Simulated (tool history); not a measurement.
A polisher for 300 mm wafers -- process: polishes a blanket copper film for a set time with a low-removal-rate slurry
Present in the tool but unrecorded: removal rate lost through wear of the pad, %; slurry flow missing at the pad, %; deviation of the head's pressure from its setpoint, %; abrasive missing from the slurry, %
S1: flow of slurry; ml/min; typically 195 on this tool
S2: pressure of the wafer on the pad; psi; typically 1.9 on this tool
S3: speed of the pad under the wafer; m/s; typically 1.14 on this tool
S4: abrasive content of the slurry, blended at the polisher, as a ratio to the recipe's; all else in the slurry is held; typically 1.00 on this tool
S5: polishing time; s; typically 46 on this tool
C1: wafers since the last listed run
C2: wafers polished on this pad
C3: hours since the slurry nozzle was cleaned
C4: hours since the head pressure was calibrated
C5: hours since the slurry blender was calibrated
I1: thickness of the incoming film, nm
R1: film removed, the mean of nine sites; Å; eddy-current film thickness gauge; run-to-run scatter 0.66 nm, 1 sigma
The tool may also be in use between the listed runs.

| run | hour | S1 | S2 | S3 | S4 | S5 | C1 | C2 | C3 | C4 | C5 | I1 | R1 |
|---|---|---|---|---|---|---|---|---|---|---|---|---|---|
| 1 | 0.0 | 195 | 1.4 | 1.14 | 1.00 | 46 | 0 | 851 | 261.6 | 414.0 | 183.3 | 1507.4 | 750 |
| 2 | 31.2 | 195 | 1.4 | 1.14 | 1.00 | 46 | 291 | 1143 | 292.8 | 445.2 | 214.5 | 1482.3 | 746 |
| 3 | 102.2 | 195 | 1.4 | 1.14 | 1.00 | 46 | 663 | 1807 | 363.8 | 516.2 | 285.5 | 1487.9 | 724 |
|  | 142.4 | slurry nozzle cleaned |
| 4 | 142.9 | 195 | 1.9 | 1.34 | 0.85 | 46 | 371 | 2178 | 0.5 | 556.9 | 326.2 | 1515.2 | 1009 |
|  | 147.8 | slurry blender recalibrated |
|  | 191.8 | worn pad replaced by a new one |
| 5 | 211.9 | 165 | 1.9 | 1.14 | 1.00 | 46 | 589 | 187 | 69.5 | 625.9 | 64.1 | 1489.9 | 885 |
| 6 | 241.4 | 165 | 1.9 | 1.14 | 1.00 | 46 | 275 | 463 | 99.0 | 655.4 | 93.6 | 1496.2 | 886 |
| 7 | 286.4 | 195 | 1.9 | 1.14 | 1.00 | 41 | 420 | 884 | 144.0 | 700.4 | 138.6 | 1507.7 | 806 |
| 8 | 338.5 | 195 | 1.9 | 1.14 | 1.00 | 41 | 487 | 1371 | 196.1 | 752.5 | 190.7 | 1510.1 | 802 |
| 9 | 376.0 | 195 | 1.9 | 1.14 | 1.00 | 41 | 350 | 1721 | 233.6 | 790.0 | 228.2 | 1510.5 | 792 |
| 10 | 432.2 | 195 | 1.9 | 1.14 | 1.00 | 46 | 525 | 2247 | 289.8 | 846.2 | 284.4 | 1510.7 | 870 |
|  | 463.1 | slurry blender recalibrated |
|  | 463.9 | worn pad replaced by a new one |
| 11 | 487.6 | 195 | 1.9 | 1.14 | 1.00 | 46 | 492 | 221 | 345.2 | 901.6 | 24.5 | 1516.5 | 924 |
|  | 500.9 | slurry nozzle cleaned |
| 12 | 536.7 | 195 | 1.9 | 1.14 | 1.00 | 46 | 449 | 671 | 35.8 | 950.7 | 73.6 | 1531.4 | 914 |
| 13 | 575.5 | 195 | 1.9 | 1.14 | 1.00 | 46 | 362 | 1034 | 74.6 | 989.5 | 112.4 | 1521.0 | 916 |
| 14 | 639.4 | 195 | 1.9 | 0.84 | 1.00 | 46 | 597 | 1632 | 138.5 | 1053.4 | 176.3 | 1516.3 | 661 |
|  | 674.8 | head pressure recalibrated |
| 15 | 699.0 | 195 | 1.9 | 1.14 | 1.00 | 46 | 538 | 2170 | 198.1 | 24.2 | 235.9 | 1492.9 | 871 |
|  | 723.9 | worn pad replaced by a new one |
| 16 | 750.8 | 195 | 1.9 | 1.50 | 1.25 | 46 | 446 | 251 | 249.9 | 76.0 | 287.7 | 1510.2 | 1255 |
| 17 | 804.1 | 195 | 1.9 | 1.14 | 1.00 | 46 | 498 | 749 | 303.2 | 129.3 | 341.0 | 1487.4 | 916 |
| 18 | 831.6 | 195 | 1.9 | 1.14 | 1.00 | 46 | 257 | 1006 | 330.7 | 156.8 | 368.5 | 1491.3 | 910 |

What will run 19 give?
|  | 841.8 | slurry blender recalibrated |
|  | 864.2 | slurry nozzle cleaned |
| 19 | 899.8 | 195 | 1.3 | 1.14 | 1.00 | 46 | 609 | 1616 | 35.6 | 225.0 | 58.0 | 1511.4 | ? |

Run 19 measured R1 704 Å.
Take away the tool's hidden state, keep the run-to-run variation as it was, and the same run would have given R1 725 Å.
